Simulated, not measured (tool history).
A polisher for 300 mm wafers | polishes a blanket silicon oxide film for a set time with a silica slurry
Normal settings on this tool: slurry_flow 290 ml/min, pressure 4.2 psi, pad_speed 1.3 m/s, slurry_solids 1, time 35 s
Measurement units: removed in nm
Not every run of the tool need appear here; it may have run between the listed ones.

run,hour,slurry_flow,pressure,pad_speed,slurry_solids,time,wafers since the last listed run,wafers polished on this pad,hours since the slurry nozzle was cleaned,hours since the head pressure was calibrated,hours since the slurry blender was calibrated,hours since the conditioning disc was replaced,"incoming thickness of the incoming film, nm",removed
1,0,290,4.2,1.3,1,35,0,184,481.8,331.6,452.6,210.8,824,120.8
# hour 19.7: slurry blender recalibrated
# hour 40.6: slurry nozzle cleaned
2,65.3,290,4.2,1.3,1,35,917,1102,24.7,396.9,45.6,276.1,830.8,116.8
3,136.8,220,5.6,1.74,1,25,1053,2155,96.2,468.4,117.1,347.6,822.1,125.3
4,193.3,345,4.2,1.02,1.2,40,832,2988,152.7,524.9,173.6,404.1,820.9,122.4
5,244.6,290,3.7,1.3,1,30,755,3744,204,576.2,224.9,455.4,827.6,91.3
# hour 261.8: conditioning disc replaced and pad reconditioned
6,277.5,250,5.5,1.3,1,35,455,4199,236.9,609.1,257.8,15.7,830,137.6
7,324.2,290,4.2,1.3,1,35,688,4887,283.6,655.8,304.5,62.4,811.1,114.9
8,384.1,290,4.2,1.3,1,35,882,5770,343.5,715.7,364.4,122.3,829.4,111.9
9,426.9,290,4.2,1.3,1,35,630,6400,386.3,758.5,407.2,165.1,802.7,111.6
# hour 446: worn pad replaced by a new one
10,461.1,245,4.2,1.3,1,35,444,223,420.5,792.7,441.4,199.3,823.1,116.9
# hour 481: slurry blender recalibrated
11,485.3,290,3.1,1.3,1,35,327,550,444.7,816.9,4.3,223.5,816.4,93.8
12,514.3,290,4.2,1.3,1,35,427,977,473.7,845.9,33.3,252.5,814.1,116.5
# hour 546.9: slurry nozzle cleaned
13,564,320,5.3,0.9,1,28,717,1695,17.1,895.6,83,302.2,828.3,84.4
14,598.3,290,4.2,1.3,1,35,505,2200,51.4,929.9,117.3,336.5,815.6,115.5
15,623.8,355,5.4,1.3,1,35,375,2576,76.9,955.4,142.8,362,823,139.1
16,680.8,360,3,1.3,1,35,839,3416,133.9,1012.4,199.8,419,825.6,95.4
17,725.6,250,4.2,1.3,1,35,660,4076,178.7,1057.2,244.6,463.8,832.7,112.4
# hour 732.1: conditioning disc replaced and pad reconditioned
18,761,290,4.2,1.3,1,41,492,4568,214.1,1092.6,280,28.9,827.5,131.4
19,795.9,290,4.2,1.3,1,35,514,5082,249,1127.5,314.9,63.8,813.5,114.3
20,838.8,335,4.2,0.94,1,35,632,5714,291.9,1170.4,357.8,106.7,828.9,87.8
# hour 893.7: slurry blender recalibrated
21,899.6,290,4.2,1.3,1,35,866,6581,352.7,1231.2,5.9,167.5,820.2,110.5
# hour 944.9: worn pad replaced by a new one
22,1073.8,290,4.8,1.3,1,30,2507,1899,526.9,1405.4,180.1,341.7,828.3,110.5
# hour 1080.2: slurry nozzle cleaned
23,1106.1,290,4.2,1.3,1,35,461,2361,25.9,1437.7,212.4,374,807.2,115.9
24,1168.8,230,5.3,1.04,0.9,35,923,3284,88.6,1500.4,275.1,436.7,822.7,105.7
# hour 1187.5: head pressure recalibrated
25,1217.7,290,4.2,1.3,1,35,691,3975,137.5,30.2,324,485.6,832,117.8

Predict each of these 4 candidate next runs independently; none follows another, all start after run 25:
A,1218.1,290,4.2,1.3,1,35,5,3981,137.9,30.6,324.4,486,816.7,?
B,1218.1,370,4.2,1.5,1.3,35,5,3981,137.9,30.6,324.4,486,816.7,?
C,1218.1,375,5.3,1.3,1.25,25,5,3981,137.9,30.6,324.4,486,816.7,?
D,1218.1,230,4.2,1.3,1,44,5,3981,137.9,30.6,324.4,486,816.7,?

run,removed
A,119.1
B,153.9
C,113.9
D,146.6
With no hidden state in the tool, these same runs would have given:
run,removed
A,123.6
B,159.7
C,118.3
D,152.2

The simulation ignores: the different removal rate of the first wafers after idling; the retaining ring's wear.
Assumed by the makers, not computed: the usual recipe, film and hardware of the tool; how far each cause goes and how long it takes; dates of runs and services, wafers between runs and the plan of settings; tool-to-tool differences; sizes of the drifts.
